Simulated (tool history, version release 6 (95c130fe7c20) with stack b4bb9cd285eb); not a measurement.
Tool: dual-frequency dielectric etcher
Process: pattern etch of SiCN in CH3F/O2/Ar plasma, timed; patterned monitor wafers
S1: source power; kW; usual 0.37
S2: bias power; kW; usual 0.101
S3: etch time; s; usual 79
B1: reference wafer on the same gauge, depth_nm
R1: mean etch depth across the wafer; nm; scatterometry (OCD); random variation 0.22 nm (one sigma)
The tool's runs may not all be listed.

| run | hour | S1 | S2 | S3 | B1 | R1 |
|---|---|---|---|---|---|---|
| 1 | 0 | 0.37 | 0.101 | 88.5 | 32.77 | 39.44 |
| 2 | 57 | 0.37 | 0.101 | 88.5 | 32.9 | 39.23 |
| 3 | 102.8 | 0.33 | 0.101 | 79 | 32.86 | 34.18 |
|  | 108.9 | gauge calibrated |
|  | 138.6 | wet clean of the chamber |
| 4 | 201.4 | 0.33 | 0.101 | 79 | 32.79 | 32.17 |
| 5 | 292 | 0.33 | 0.101 | 79 | 32.77 | 31.94 |
| 6 | 333.9 | 0.37 | 0.101 | 79 | 32.78 | 33.76 |
| 7 | 380.4 | 0.37 | 0.101 | 79 | 32.86 | 33.72 |
| 8 | 474.2 | 0.34 | 0.088 | 79 | 32.88 | 31.57 |
| 9 | 519.8 | 0.3 | 0.119 | 89.5 | 32.75 | 37.8 |
| 10 | 595.4 | 0.37 | 0.101 | 79 | 32.72 | 34.85 |
| 11 | 647 | 0.37 | 0.126 | 79 | 32.78 | 38.51 |
|  | 659.4 | gauge calibrated |
|  | 700.6 | wet clean of the chamber |
|  | 703.3 | source power generator calibrated |
|  | 709.4 | upper electrode replaced |
|  | 735.4 | bias power generator calibrated |
| 12 | 737 | 0.41 | 0.12 | 87 | 32.82 | 40.62 |
| 13 | 802.7 | 0.29 | 0.081 | 58.5 | 32.81 | 20.6 |
| 14 | 875.3 | 0.4 | 0.101 | 71.5 | 32.7 | 31.52 |
| 15 | 936.3 | 0.37 | 0.101 | 79 | 32.78 | 33.8 |

Measured less the same run without the tool's hidden state. The same run-to-run variation is in both; the gauge's scatter may not be:
The hidden state here: etch rate over this chamber's usual, %; source power that arrives over what is set, %; bias power that arrives over what is set, %; gauge reads high (%).
| run | R1 |
|---|---|
| 1 | +2.01 |
| 2 | +2.19 |
| 3 | +2.03 |
| 4 | +0.07 |
| 5 | +0.33 |
| 6 | +0.47 |
| 7 | +0.62 |
| 8 | +0.83 |
| 9 | +1.14 |
| 10 | +1.29 |
| 11 | +1.59 |
| 12 | +0.01 |
| 13 | +0.12 |
| 14 | +0.4 |
| 15 | +0.61 |
